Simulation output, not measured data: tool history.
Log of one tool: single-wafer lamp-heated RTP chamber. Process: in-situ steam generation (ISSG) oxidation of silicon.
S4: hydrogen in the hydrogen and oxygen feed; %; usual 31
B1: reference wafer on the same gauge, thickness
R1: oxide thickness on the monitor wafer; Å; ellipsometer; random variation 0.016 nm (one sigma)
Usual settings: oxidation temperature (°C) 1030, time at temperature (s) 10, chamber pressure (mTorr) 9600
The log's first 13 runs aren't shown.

run 14 hour=944.3 | oxidation_temperature_(°C)=1043 time_at_temperature_(s)=10 chamber_pressure_(mTorr)=8600 S4=21 | B1=5.432 | R1=45.53
run 15 hour=1033.4 | oxidation_temperature_(°C)=1022 time_at_temperature_(s)=14 chamber_pressure_(mTorr)=9600 S4=31 | B1=5.428 | R1=53.07
run 16 hour=1091 | oxidation_temperature_(°C)=1030 time_at_temperature_(s)=10 chamber_pressure_(mTorr)=9200 S4=25 | B1=5.436 | R1=45.06
-- hour=1163.2 pressure gauge zeroed
run 17 hour=1193.5 | oxidation_temperature_(°C)=1030 time_at_temperature_(s)=13 chamber_pressure_(mTorr)=9600 S4=32 | B1=5.429 | R1=53.79
run 18 hour=1247.1 | oxidation_temperature_(°C)=1049 time_at_temperature_(s)=10 chamber_pressure_(mTorr)=10200 S4=25 | B1=5.433 | R1=48.17
run 19 hour=1346.9 | oxidation_temperature_(°C)=1030 time_at_temperature_(s)=10 chamber_pressure_(mTorr)=9600 S4=31 | B1=5.424 | R1=47.87
run 20 hour=1423.9 | oxidation_temperature_(°C)=1016 time_at_temperature_(s)=7 chamber_pressure_(mTorr)=8700 S4=32 | B1=5.434 | R1=39.8
-- hour=1432.2 pyrometer window cleaned and pyrometer calibrated
run 21 hour=1496.7 | oxidation_temperature_(°C)=1030 time_at_temperature_(s)=10 chamber_pressure_(mTorr)=9600 S4=31 | B1=5.43 | R1=46.27
run 22 hour=1572 | oxidation_temperature_(°C)=1037 time_at_temperature_(s)=12 chamber_pressure_(mTorr)=9600 S4=32 | B1=5.431 | R1=52.64
-- hour=1593.8 hydrogen flow controller replaced
run 23 hour=1648.3 | oxidation_temperature_(°C)=1021 time_at_temperature_(s)=6 chamber_pressure_(mTorr)=10200 S4=26 | B1=5.426 | R1=34.14
run 24 hour=1941.5 | oxidation_temperature_(°C)=1045 time_at_temperature_(s)=13 chamber_pressure_(mTorr)=8300 S4=32 | B1=5.431 | R1=59.15
run 25 hour=2027.9 | oxidation_temperature_(°C)=1030 time_at_temperature_(s)=10 chamber_pressure_(mTorr)=9600 S4=31 | B1=5.432 | R1=47.29
-- hour=2057.6 gauge calibrated
-- hour=2210 pyrometer window cleaned and pyrometer calibrated
run 26 hour=2210.5 | oxidation_temperature_(°C)=1048 time_at_temperature_(s)=10 chamber_pressure_(mTorr)=9600 S4=26 | B1=5.432 | R1=48.03
run 27 hour=2256 | oxidation_temperature_(°C)=1030 time_at_temperature_(s)=12 chamber_pressure_(mTorr)=9600 S4=28 | B1=5.43 | R1=49.46
run 28 hour=2323.1 | oxidation_temperature_(°C)=1030 time_at_temperature_(s)=10 chamber_pressure_(mTorr)=9600 S4=31 | B1=5.422 | R1=46.46
run 29 hour=2427.5 | oxidation_temperature_(°C)=1039 time_at_temperature_(s)=13 chamber_pressure_(mTorr)=10200 S4=31 | B1=5.43 | R1=54.23
run 30 hour=2503.7 | oxidation_temperature_(°C)=1030 time_at_temperature_(s)=11 chamber_pressure_(mTorr)=9600 S4=31 | B1=5.426 | R1=49.09

5 ways to go on from here, each from the tool as it stands after run 30. What would each give?
run A hour=2504.1 | oxidation_temperature_(°C)=1030 time_at_temperature_(s)=14 chamber_pressure_(mTorr)=9600 S4=31 | B1=? | R1=?
run B hour=2504.1 | oxidation_temperature_(°C)=1025 time_at_temperature_(s)=13 chamber_pressure_(mTorr)=8400 S4=32 | B1=? | R1=?
run C hour=2504.1 | oxidation_temperature_(°C)=1030 time_at_temperature_(s)=13 chamber_pressure_(mTorr)=9100 S4=31 | B1=? | R1=?
run D hour=2504.1 | oxidation_temperature_(°C)=1043 time_at_temperature_(s)=10 chamber_pressure_(mTorr)=10200 S4=32 | B1=? | R1=?
run E hour=2504.1 | oxidation_temperature_(°C)=1030 time_at_temperature_(s)=9 chamber_pressure_(mTorr)=9600 S4=31 | B1=? | R1=?

run=A B1=5.435 R1=54.86
run=B B1=5.435 R1=53.5
run=C B1=5.435 R1=53.58
run=D B1=5.435 R1=49.23
run=E B1=5.435 R1=44.8
Without the tool's hidden state the same runs would have given:
run=A R1=54.12
run=B R1=52.82
run=C R1=52.87
run=D R1=48.58
run=E R1=44.28
